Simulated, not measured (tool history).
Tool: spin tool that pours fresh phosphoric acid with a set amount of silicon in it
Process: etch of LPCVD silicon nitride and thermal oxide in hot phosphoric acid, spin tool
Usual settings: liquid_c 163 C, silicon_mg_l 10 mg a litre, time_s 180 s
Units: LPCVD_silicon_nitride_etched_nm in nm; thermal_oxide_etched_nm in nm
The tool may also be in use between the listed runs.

run	day	liquid_c	silicon_mg_l	time_s	wafers since the last listed run	hours since the thermometer was replaced	hours since the dissolved silicon flow meter was replaced	hours since the heated supply line was repaired	hours since the gauge calibration	read-back film thickness of the LPCVD silicon nitride reference wafer, read on the same gauge (nm)	read-back film thickness of the thermal oxide reference wafer, read on the same gauge (nm)	LPCVD_silicon_nitride_etched_nm	thermal_oxide_etched_nm
1	0	163	10	105	0	963.9	1350.6	684.5	551.2	129.97	130.009	9.53	0.277
2	2.762	163	10	105	644	1030.2	1416.9	750.8	617.5	129.96	129.969	9.47	0.29
3	5.492	163	10	105	637	1095.7	1482.4	816.3	683	129.98	129.994	9.47	0.309
4	7.388	163	10	180	442	1141.2	1527.9	861.8	728.5	129.99	129.978	16.35	0.512
# day 9.683: gauge calibrated
# day 11.879: thermometer replaced
5	11.983	163	10	180	1063	2.5	1638.2	972.1	55.2	130.04	130.004	16.34	0.51
6	13.621	161.5	10	205	382	41.8	1677.5	1011.4	94.5	129.97	129.986	17.73	0.504
7	15.617	161.5	10	205	465	89.7	1725.4	1059.3	142.4	129.98	129.983	17.52	0.521
8	16.642	163	10	180	239	114.3	1750	1083.9	167	130.01	130.006	16.13	0.454
# day 16.85: dissolved silicon flow meter replaced
# day 17.058: heated supply line repaired
9	17.942	163	10	180	284	145.5	26.2	21.2	198.2	129.97	129.962	16.19	0.572
10	20.708	164.5	18	115	645	211.9	92.6	87.6	264.6	130.03	129.97	10.99	0.287
11	22.675	164	2.5	145	459	259.1	139.8	134.8	311.8	130.01	129.985	13.53	0.51
12	24.171	163	15	145	349	295	175.7	170.7	347.7	130.01	129.99	13.09	0.385

Run 13 comes next. What will it give?
13	25.354	165	5.5	260	276	323.4	204.1	199.1	376.1	?	?	?	?

Run 13 gave read-back film thickness of the LPCVD silicon nitride reference wafer, read on the same gauge (nm) 130, read-back film thickness of the thermal oxide reference wafer, read on the same gauge (nm) 130.048, LPCVD_silicon_nitride_etched_nm 25.22 nm, thermal_oxide_etched_nm 0.955 nm.
Without the tool's hidden state the same run would have given LPCVD_silicon_nitride_etched_nm 25.22 nm, thermal_oxide_etched_nm 0.955 nm.
